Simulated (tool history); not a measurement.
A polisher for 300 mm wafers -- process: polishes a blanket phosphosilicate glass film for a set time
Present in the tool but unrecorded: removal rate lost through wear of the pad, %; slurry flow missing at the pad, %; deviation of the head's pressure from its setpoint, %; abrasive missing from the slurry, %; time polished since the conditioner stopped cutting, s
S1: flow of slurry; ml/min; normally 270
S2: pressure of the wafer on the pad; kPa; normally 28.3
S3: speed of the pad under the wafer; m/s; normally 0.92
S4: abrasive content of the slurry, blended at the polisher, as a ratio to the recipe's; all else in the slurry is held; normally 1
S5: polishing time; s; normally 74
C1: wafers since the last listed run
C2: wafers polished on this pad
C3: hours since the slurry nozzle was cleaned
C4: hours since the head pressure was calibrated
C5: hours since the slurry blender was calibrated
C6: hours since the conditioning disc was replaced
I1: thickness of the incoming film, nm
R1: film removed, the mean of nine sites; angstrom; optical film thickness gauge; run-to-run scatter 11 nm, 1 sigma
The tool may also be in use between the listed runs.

{"run": 1, "hour": 0.0, "S1": 270, "S2": 28.3, "S3": 0.92, "S4": 1, "S5": 92, "C1": 0, "C2": 100, "C3": 65.7, "C4": 694.5, "C5": 259, "C6": 360.8, "I1": 2170.3, "R1": 8177}
{"hour": 14.7, "done": "slurry blender recalibrated"}
{"hour": 15.0, "done": "head pressure recalibrated"}
{"run": 2, "hour": 49.1, "S1": 270, "S2": 28.3, "S3": 0.92, "S4": 1, "S5": 92, "C1": 596, "C2": 696, "C3": 114.8, "C4": 34.1, "C5": 34.4, "C6": 409.9, "I1": 2144.4, "R1": 8329}
{"hour": 70.6, "done": "conditioning disc replaced and pad reconditioned"}
{"run": 3, "hour": 110.4, "S1": 270, "S2": 28.3, "S3": 0.92, "S4": 1, "S5": 92, "C1": 757, "C2": 1454, "C3": 176.1, "C4": 95.4, "C5": 95.7, "C6": 39.8, "I1": 2174.2, "R1": 10077}
{"run": 4, "hour": 172.6, "S1": 210, "S2": 28.3, "S3": 0.92, "S4": 1, "S5": 74, "C1": 794, "C2": 2248, "C3": 238.3, "C4": 157.6, "C5": 157.9, "C6": 102, "I1": 2162.2, "R1": 7580}
{"run": 5, "hour": 236.7, "S1": 270, "S2": 28.3, "S3": 0.92, "S4": 1, "S5": 74, "C1": 818, "C2": 3066, "C3": 302.4, "C4": 221.7, "C5": 222, "C6": 166.1, "I1": 2156, "R1": 7446}
{"hour": 267.0, "done": "worn pad replaced by a new one"}
{"run": 6, "hour": 267.5, "S1": 270, "S2": 28.3, "S3": 0.8, "S4": 1, "S5": 74, "C1": 342, "C2": 5, "C3": 333.2, "C4": 252.5, "C5": 252.8, "C6": 196.9, "I1": 2174.2, "R1": 6491}
{"hour": 270.7, "done": "slurry blender recalibrated"}
{"run": 7, "hour": 302.0, "S1": 270, "S2": 28.3, "S3": 0.8, "S4": 1, "S5": 74, "C1": 414, "C2": 420, "C3": 367.7, "C4": 287, "C5": 31.3, "C6": 231.4, "I1": 2187.2, "R1": 6711}
{"run": 8, "hour": 341.1, "S1": 270, "S2": 28.3, "S3": 0.8, "S4": 1, "S5": 74, "C1": 499, "C2": 920, "C3": 406.8, "C4": 326.1, "C5": 70.4, "C6": 270.5, "I1": 2200.1, "R1": 6715}
{"hour": 400.1, "done": "slurry nozzle cleaned"}
{"run": 9, "hour": 400.6, "S1": 295, "S2": 24.1, "S3": 0.92, "S4": 1, "S5": 74, "C1": 746, "C2": 1667, "C3": 0.5, "C4": 385.6, "C5": 129.9, "C6": 330, "I1": 2175.3, "R1": 6100}
{"run": 10, "hour": 470.8, "S1": 295, "S2": 24.1, "S3": 0.92, "S4": 1, "S5": 74, "C1": 896, "C2": 2563, "C3": 70.7, "C4": 455.8, "C5": 200.1, "C6": 400.2, "I1": 2173.9, "R1": 5918}
{"hour": 475.7, "done": "conditioning disc replaced and pad reconditioned"}
{"hour": 512.6, "done": "slurry blender recalibrated"}
{"run": 11, "hour": 530.6, "S1": 295, "S2": 24.1, "S3": 0.92, "S4": 1, "S5": 74, "C1": 712, "C2": 3275, "C3": 130.5, "C4": 515.6, "C5": 18, "C6": 54.9, "I1": 2140.2, "R1": 6897}
{"hour": 572.2, "done": "worn pad replaced by a new one"}
{"run": 12, "hour": 601.6, "S1": 270, "S2": 28.3, "S3": 1.14, "S4": 1, "S5": 74, "C1": 855, "C2": 375, "C3": 201.5, "C4": 586.6, "C5": 89, "C6": 125.9, "I1": 2177.4, "R1": 9480}
{"run": 13, "hour": 670.1, "S1": 270, "S2": 28.3, "S3": 1.14, "S4": 1, "S5": 74, "C1": 874, "C2": 1250, "C3": 270, "C4": 655.1, "C5": 157.5, "C6": 194.4, "I1": 2149.7, "R1": 8716}
{"run": 14, "hour": 704.7, "S1": 270, "S2": 25.5, "S3": 0.92, "S4": 1, "S5": 74, "C1": 441, "C2": 1692, "C3": 304.6, "C4": 689.7, "C5": 192.1, "C6": 229, "I1": 2147.3, "R1": 6726}
{"run": 15, "hour": 771.8, "S1": 350, "S2": 28.3, "S3": 0.92, "S4": 1.15, "S5": 74, "C1": 856, "C2": 2549, "C3": 371.7, "C4": 756.8, "C5": 259.2, "C6": 296.1, "I1": 2172.5, "R1": 7525}
{"hour": 788.1, "done": "slurry blender recalibrated"}
{"run": 16, "hour": 835.8, "S1": 270, "S2": 28.3, "S3": 0.92, "S4": 1, "S5": 74, "C1": 791, "C2": 3340, "C3": 435.7, "C4": 820.8, "C5": 47.7, "C6": 360.1, "I1": 2165.3, "R1": 7243}
{"hour": 841.3, "done": "worn pad replaced by a new one"}
{"hour": 881.4, "done": "conditioning disc replaced and pad reconditioned"}
{"hour": 902.9, "done": "head pressure recalibrated"}
{"run": 17, "hour": 903.4, "S1": 270, "S2": 28.3, "S3": 0.92, "S4": 1, "S5": 74, "C1": 760, "C2": 741, "C3": 503.3, "C4": 0.5, "C5": 115.3, "C6": 22, "I1": 2183.9, "R1": 7763}
{"hour": 928.9, "done": "slurry nozzle cleaned"}
{"run": 18, "hour": 949.0, "S1": 185, "S2": 28.3, "S3": 0.92, "S4": 1, "S5": 74, "C1": 569, "C2": 1310, "C3": 20.1, "C4": 46.1, "C5": 160.9, "C6": 67.6, "I1": 2199.5, "R1": 7445}
{"run": 19, "hour": 973.6, "S1": 270, "S2": 28.3, "S3": 0.92, "S4": 0.85, "S5": 74, "C1": 314, "C2": 1625, "C3": 44.7, "C4": 70.7, "C5": 185.5, "C6": 92.2, "I1": 2206.5, "R1": 6988}
{"hour": 1029.1, "done": "slurry blender recalibrated"}
{"run": 20, "hour": 1037.6, "S1": 270, "S2": 24.8, "S3": 0.92, "S4": 1, "S5": 52, "C1": 791, "C2": 2416, "C3": 108.7, "C4": 134.7, "C5": 8.5, "C6": 156.2, "I1": 2183, "R1": 4656}
{"hour": 1105.2, "done": "worn pad replaced by a new one"}
{"run": 21, "hour": 1105.8, "S1": 270, "S2": 28.3, "S3": 0.92, "S4": 0.9, "S5": 74, "C1": 819, "C2": 7, "C3": 176.9, "C4": 202.9, "C5": 76.7, "C6": 224.4, "I1": 2169, "R1": 7079}
{"run": 22, "hour": 1167.9, "S1": 270, "S2": 28.3, "S3": 0.74, "S4": 1.2, "S5": 74, "C1": 792, "C2": 800, "C3": 239, "C4": 265, "C5": 138.8, "C6": 286.5, "I1": 2163.1, "R1": 6476}
{"run": 23, "hour": 1204.7, "S1": 295, "S2": 24.1, "S3": 0.92, "S4": 1, "S5": 74, "C1": 469, "C2": 1270, "C3": 275.8, "C4": 301.8, "C5": 175.6, "C6": 323.3, "I1": 2214.3, "R1": 6143}
{"run": 24, "hour": 1243.0, "S1": 350, "S2": 28.3, "S3": 1.06, "S4": 1, "S5": 90, "C1": 489, "C2": 1759, "C3": 314.1, "C4": 340.1, "C5": 213.9, "C6": 361.6, "I1": 2152.3, "R1": 9071}
{"run": 25, "hour": 1278.5, "S1": 270, "S2": 22.1, "S3": 0.7, "S4": 1.25, "S5": 85, "C1": 453, "C2": 2212, "C3": 349.6, "C4": 375.6, "C5": 249.4, "C6": 397.1, "I1": 2177.4, "R1": 5323}
{"hour": 1289.1, "done": "conditioning disc replaced and pad reconditioned"}
{"hour": 1329.7, "done": "slurry blender recalibrated"}
{"run": 26, "hour": 1330.5, "S1": 195, "S2": 28.3, "S3": 0.92, "S4": 1, "S5": 74, "C1": 612, "C2": 2825, "C3": 401.6, "C4": 427.6, "C5": 0.8, "C6": 41.4, "I1": 2169.3, "R1": 7747}

What if the next run were any one of these 3? Each begins from the tool's condition after run 26:
{"run": "A", "hour": 1330.9, "S1": 270, "S2": 28.3, "S3": 0.92, "S4": 1, "S5": 74, "C1": 5, "C2": 2830, "C3": 402, "C4": 428, "C5": 1.2, "C6": 41.8, "I1": 2157.2, "R1": "?"}
{"run": "B", "hour": 1330.9, "S1": 300, "S2": 28.3, "S3": 0.92, "S4": 1, "S5": 74, "C1": 5, "C2": 2830, "C3": 402, "C4": 428, "C5": 1.2, "C6": 41.8, "I1": 2157.2, "R1": "?"}
{"run": "C", "hour": 1330.9, "S1": 350, "S2": 18.6, "S3": 1.24, "S4": 1, "S5": 66, "C1": 5, "C2": 2830, "C3": 402, "C4": 428, "C5": 1.2, "C6": 41.8, "I1": 2157.2, "R1": "?"}

run=A R1=7817
run=B R1=7877
run=C R1=5938
Take away the tool's hidden state, keep each run's random variation, and the runs would have read:
run=A R1=7909
run=B R1=7971
run=C R1=6004
